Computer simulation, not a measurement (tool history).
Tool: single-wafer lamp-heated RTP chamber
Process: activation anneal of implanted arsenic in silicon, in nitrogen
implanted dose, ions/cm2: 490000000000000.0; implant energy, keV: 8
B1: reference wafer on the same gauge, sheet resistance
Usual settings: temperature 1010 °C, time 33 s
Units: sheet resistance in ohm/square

{"run": 1, "hour": 0.0, "temperature": 1010, "time": 33, "B1": 219.02, "sheet resistance": 225.64}
{"run": 2, "hour": 14.9, "temperature": 1010, "time": 33, "B1": 219.14, "sheet resistance": 226.47}
{"run": 3, "hour": 41.2, "temperature": 1010, "time": 29, "B1": 218.83, "sheet resistance": 227.51}
{"run": 4, "hour": 70.5, "temperature": 1010, "time": 25, "B1": 218.84, "sheet resistance": 229.95}
{"run": 5, "hour": 97.6, "temperature": 1010, "time": 25, "B1": 218.98, "sheet resistance": 230.09}
{"run": 6, "hour": 128.4, "temperature": 1010, "time": 48, "B1": 219.19, "sheet resistance": 219.42}
{"run": 7, "hour": 182.5, "temperature": 1030, "time": 33, "B1": 218.99, "sheet resistance": 216.62}
{"run": 8, "hour": 215.7, "temperature": 1030, "time": 33, "B1": 219.16, "sheet resistance": 217.85}
{"run": 9, "hour": 237.1, "temperature": 1010, "time": 33, "B1": 218.99, "sheet resistance": 224.2}
{"hour": 261.1, "done": "reflector plate cleaned"}
{"run": 10, "hour": 261.6, "temperature": 1010, "time": 39, "B1": 218.89, "sheet resistance": 224.36}
{"run": 11, "hour": 283.3, "temperature": 991, "time": 33, "B1": 218.97, "sheet resistance": 232.06}
{"run": 12, "hour": 298.7, "temperature": 991, "time": 33, "B1": 219.08, "sheet resistance": 235.01}
{"run": 13, "hour": 316.4, "temperature": 1017, "time": 27, "B1": 219.15, "sheet resistance": 228.49}
{"run": 14, "hour": 343.4, "temperature": 1017, "time": 27, "B1": 219.28, "sheet resistance": 228.96}
{"run": 15, "hour": 368.9, "temperature": 1017, "time": 27, "B1": 218.78, "sheet resistance": 226.76}
{"run": 16, "hour": 382.5, "temperature": 1003, "time": 33, "B1": 219.04, "sheet resistance": 229.62}
{"run": 17, "hour": 412.9, "temperature": 999, "time": 51, "B1": 219.06, "sheet resistance": 224.74}
{"hour": 441.9, "done": "pyrometer window cleaned and pyrometer calibrated"}
{"run": 18, "hour": 446.4, "temperature": 997, "time": 33, "B1": 218.9, "sheet resistance": 231.07}
{"hour": 463.8, "done": "gauge calibrated"}
{"run": 19, "hour": 474.4, "temperature": 998, "time": 53, "B1": 218.81, "sheet resistance": 222.93}
{"run": 20, "hour": 492.9, "temperature": 1010, "time": 33, "B1": 219.1, "sheet resistance": 227.37}
{"run": 21, "hour": 514.7, "temperature": 994, "time": 52, "B1": 218.89, "sheet resistance": 226.27}
{"run": 22, "hour": 545.2, "temperature": 1010, "time": 33, "B1": 219.13, "sheet resistance": 226.87}
{"run": 23, "hour": 578.2, "temperature": 1034, "time": 14, "B1": 218.94, "sheet resistance": 231.74}
{"run": 24, "hour": 607.1, "temperature": 1010, "time": 15, "B1": 218.96, "sheet resistance": 238.77}
{"run": 25, "hour": 624.5, "temperature": 982, "time": 17, "B1": 219.08, "sheet resistance": 246.51}
{"run": 26, "hour": 645.3, "temperature": 1010, "time": 33, "B1": 218.8, "sheet resistance": 227.17}
{"run": 27, "hour": 680.7, "temperature": 1026, "time": 46, "B1": 219.01, "sheet resistance": 215.57}
{"run": 28, "hour": 711.1, "temperature": 1019, "time": 17, "B1": 219.21, "sheet resistance": 234.01}
{"run": 29, "hour": 741.5, "temperature": 1010, "time": 33, "B1": 219.13, "sheet resistance": 227.17}
{"run": 30, "hour": 776.4, "temperature": 1028, "time": 22, "B1": 218.9, "sheet resistance": 225.92}
{"run": 31, "hour": 798.1, "temperature": 1025, "time": 23, "B1": 219.04, "sheet resistance": 226.16}
{"run": 32, "hour": 826.3, "temperature": 1039, "time": 49, "B1": 219.04, "sheet resistance": 208.96}
{"run": 33, "hour": 847.3, "temperature": 1022, "time": 26, "B1": 219.1, "sheet resistance": 225.59}

Hidden state or all else? Some run-to-run changes of sheet resistance, split into what the settings, what came in and random variation would give without the hidden state, and what is left for the hidden state (with any gauge scatter that isn't in both results):
The hidden state here: true wafer temperature minus pyrometer reading, K; wafer temperature error from the tarnished reflector plate, K; gauge reads high (%).
Run 6 -> 7: temperature 1010 -> 1030, time 48 -> 33. sheet resistance -2.8 ohm/square: hidden state -0.37, all else -2.43.
Run 9 -> 10: time 33 -> 39, reflector plate cleaned. sheet resistance +0.16 ohm/square: hidden state +2.31, all else -2.15.
Run 25 -> 26: temperature 982 -> 1010, time 17 -> 33. sheet resistance -19.34 ohm/square: hidden state -0.24, all else -19.1.
Run 27 -> 28: temperature 1026 -> 1019, time 46 -> 17. sheet resistance +18.44 ohm/square: hidden state -0.01, all else +18.45.
Run 31 -> 32: temperature 1025 -> 1039, time 23 -> 49. sheet resistance -17.2 ohm/square: hidden state -0.15, all else -17.05.
